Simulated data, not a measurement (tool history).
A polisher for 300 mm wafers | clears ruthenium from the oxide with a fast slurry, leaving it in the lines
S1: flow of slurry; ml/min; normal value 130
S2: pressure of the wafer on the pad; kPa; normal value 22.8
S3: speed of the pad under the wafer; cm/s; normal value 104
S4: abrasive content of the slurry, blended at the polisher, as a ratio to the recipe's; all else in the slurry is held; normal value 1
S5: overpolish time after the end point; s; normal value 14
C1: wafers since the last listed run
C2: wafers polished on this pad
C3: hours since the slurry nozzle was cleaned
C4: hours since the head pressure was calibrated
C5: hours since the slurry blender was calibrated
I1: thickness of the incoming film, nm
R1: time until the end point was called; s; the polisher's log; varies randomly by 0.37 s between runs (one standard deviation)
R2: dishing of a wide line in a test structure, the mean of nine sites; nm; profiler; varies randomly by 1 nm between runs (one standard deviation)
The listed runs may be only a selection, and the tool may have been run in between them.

Run 1, hour 0: usual settings but S2 26.2 kPa; C1 0; C2 2462; C3 198.9; C4 198.6; C5 405; I1 148.3. Result: R1 28.8 s, R2 46.7 nm.
Run 2, hour 66.5: usual settings but S2 26.2 kPa; C1 488; C2 2950; C3 265.4; C4 265.1; C5 471.5; I1 146.7. Result: R1 28.6 s, R2 44.9 nm.
Run 3, hour 142.2: usual settings; C1 555; C2 3506; C3 341.1; C4 340.8; C5 547.2; I1 148.7. Result: R1 32.1 s, R2 41.2 nm.
Run 4, hour 192.9: usual settings; C1 372; C2 3878; C3 391.8; C4 391.5; C5 597.9; I1 150.7. Result: R1 32.9 s, R2 42.1 nm.
Run 5, hour 231.9: usual settings; C1 286; C2 4164; C3 430.8; C4 430.5; C5 636.9; I1 147.1. Result: R1 32.1 s, R2 43.4 nm.
At hour 338.7: slurry blender recalibrated.
At hour 367.4: worn pad replaced by a new one.
At hour 429.4: slurry nozzle cleaned.
Run 6, hour 448.4: usual settings; C1 1537; C2 586; C3 19; C4 647; C5 109.7; I1 147.2. Result: R1 31.8 s, R2 42.8 nm.
Run 7, hour 512.8: usual settings but S5 21 s; C1 472; C2 1059; C3 83.4; C4 711.4; C5 174.1; I1 149.2. Result: R1 31.3 s, R2 56.8 nm.
Run 8, hour 613.7: usual settings; C1 740; C2 1800; C3 184.3; C4 812.3; C5 275; I1 152.8. Result: R1 32.9 s, R2 44.1 nm.
Run 9, hour 661.4: usual settings; C1 350; C2 2150; C3 232; C4 860; C5 322.7; I1 150. Result: R1 32.3 s, R2 42.3 nm.
Run 10, hour 734.7: usual settings but S2 17.2 kPa, S5 18 s; C1 537; C2 2688; C3 305.3; C4 933.3; C5 396; I1 149.7. Result: R1 40.2 s, R2 45.1 nm.
Run 11, hour 792.5: usual settings but S1 95 ml/min, S2 17.2 kPa, S5 21 s; C1 424; C2 3112; C3 363.1; C4 991.1; C5 453.8; I1 153.1. Result: R1 44.5 s, R2 43.8 nm.
Run 12, hour 887.8: usual settings but S3 134 cm/s, S4 1.1, S5 22 s; C1 699; C2 3811; C3 458.4; C4 1086.4; C5 549.1; I1 148.6. Result: R1 24.8 s, R2 62.9 nm.
At hour 915.5: slurry blender recalibrated.
At hour 930.8: worn pad replaced by a new one.
Run 13, hour 983.9: usual settings but S2 29.6 kPa, S3 118 cm/s; C1 661; C2 389; C3 554.5; C4 1182.5; C5 68.4; I1 150.4. Result: R1 24.7 s, R2 51.1 nm.
Run 14, hour 1029.8: usual settings but S1 145 ml/min, S2 28.3 kPa, S5 20 s; C1 336; C2 726; C3 600.4; C4 1228.4; C5 114.3; I1 151.6. Result: R1 28.8 s, R2 57.4 nm.
At hour 1044.2: head pressure recalibrated.
Run 15, hour 1081.6: usual settings but S2 17.9 kPa, S3 136 cm/s; C1 365; C2 1091; C3 652.2; C4 37.4; C5 166.1; I1 149.9. Result: R1 32.6 s, R2 43 nm.
At hour 1173.1: slurry nozzle cleaned.
Run 16, hour 1183: usual settings; C1 736; C2 1828; C3 9.9; C4 138.8; C5 267.5; I1 148.2. Result: R1 31.7 s, R2 42.6 nm.
Run 17, hour 1273.1: usual settings but S1 115 ml/min, S2 18.6 kPa, S4 1.2; C1 661; C2 2490; C3 100; C4 228.9; C5 357.6; I1 151.4. Result: R1 35 s, R2 39.8 nm.
Run 18, hour 1343.2: usual settings; C1 514; C2 3004; C3 170.1; C4 299; C5 427.7; I1 149. Result: R1 31.2 s, R2 42.3 nm.
Run 19, hour 1413.7: usual settings; C1 517; C2 3521; C3 240.6; C4 369.5; C5 498.2; I1 149.6. Result: R1 33.2 s, R2 41.3 nm.
Run 20, hour 1453.2: usual settings but S1 175 ml/min, S2 20 kPa; C1 289; C2 3811; C3 280.1; C4 409; C5 537.7; I1 149.7. Result: R1 34.5 s, R2 40.6 nm.
Run 21, hour 1492.4: usual settings but S3 128 cm/s; C1 287; C2 4099; C3 319.3; C4 448.2; C5 576.9; I1 149.1. Result: R1 26.4 s, R2 45.4 nm.
Run 22, hour 1591: usual settings; C1 723; C2 4823; C3 417.9; C4 546.8; C5 675.5; I1 149.8. Result: R1 32.9 s, R2 42.5 nm.
At hour 1615.3: slurry blender recalibrated.
At hour 1653.6: worn pad replaced by a new one.
Run 23, hour 1672.8: usual settings but S1 145 ml/min, S5 6 s; C1 556; C2 140; C3 499.7; C4 628.6; C5 57.5; I1 149.2. Result: R1 33.4 s, R2 21.8 nm.
Run 24, hour 1771: usual settings; C1 720; C2 861; C3 597.9; C4 726.8; C5 155.7; I1 149.4. Result: R1 34.9 s, R2 39.9 nm.
Run 25, hour 1874.7: usual settings but S1 115 ml/min, S2 15.2 kPa, S3 122 cm/s; C1 761; C2 1622; C3 701.6; C4 830.5; C5 259.4; I1 148.4. Result: R1 41.2 s, R2 35.9 nm.
At hour 1886.1: slurry nozzle cleaned.
Run 26, hour 1973.8: usual settings; C1 719; C2 2342; C3 87.7; C4 929.6; C5 358.5; I1 148. Result: R1 31.8 s, R2 42.2 nm.
Run 27, hour 2073: usual settings but S1 105 ml/min, S4 1.25, S5 21 s; C1 728; C2 3070; C3 186.9; C4 1028.8; C5 457.7; I1 152.1. Result: R1 30.8 s, R2 56.4 nm.
At hour 2080.2: head pressure recalibrated.
Run 28, hour 2141.1: usual settings but S1 175 ml/min, S2 20 kPa; C1 485; C2 3555; C3 255; C4 60.9; C5 525.8; I1 149.1. Result: R1 33.9 s, R2 40.7 nm.
Run 29, hour 2186.7: usual settings but S4 1.25, S5 18 s; C1 334; C2 3890; C3 300.6; C4 106.5; C5 571.4; I1 150.1. Result: R1 29.7 s, R2 49.8 nm.

Exercise: give the hidden state of the tool at every run:
removal rate lost through wear of the pad, %: 0 in every run
deviation of the head's pressure from its setpoint, %: 0 in every run
abrasive missing from the slurry, %: 0 in every run
H1: slurry flow missing at the pad, %
run    H1
  1  13.4
  2  17.5
  3  22.1
  4  25.2
  5  27.6
  6   8.2
  7  12.1
  8  18.3
  9  21.2
 10  25.7
 11  29.2
 12    35
 13  40.9
 14  43.7
 15  46.8
 16  5.85
 17  11.3
 18  15.6
 19  19.9
 20  22.3
 21  24.7
 22  30.7
 23  35.7
 24  41.7
 25  48.1
 26  10.9
 27    17
 28  21.1
 29  23.9
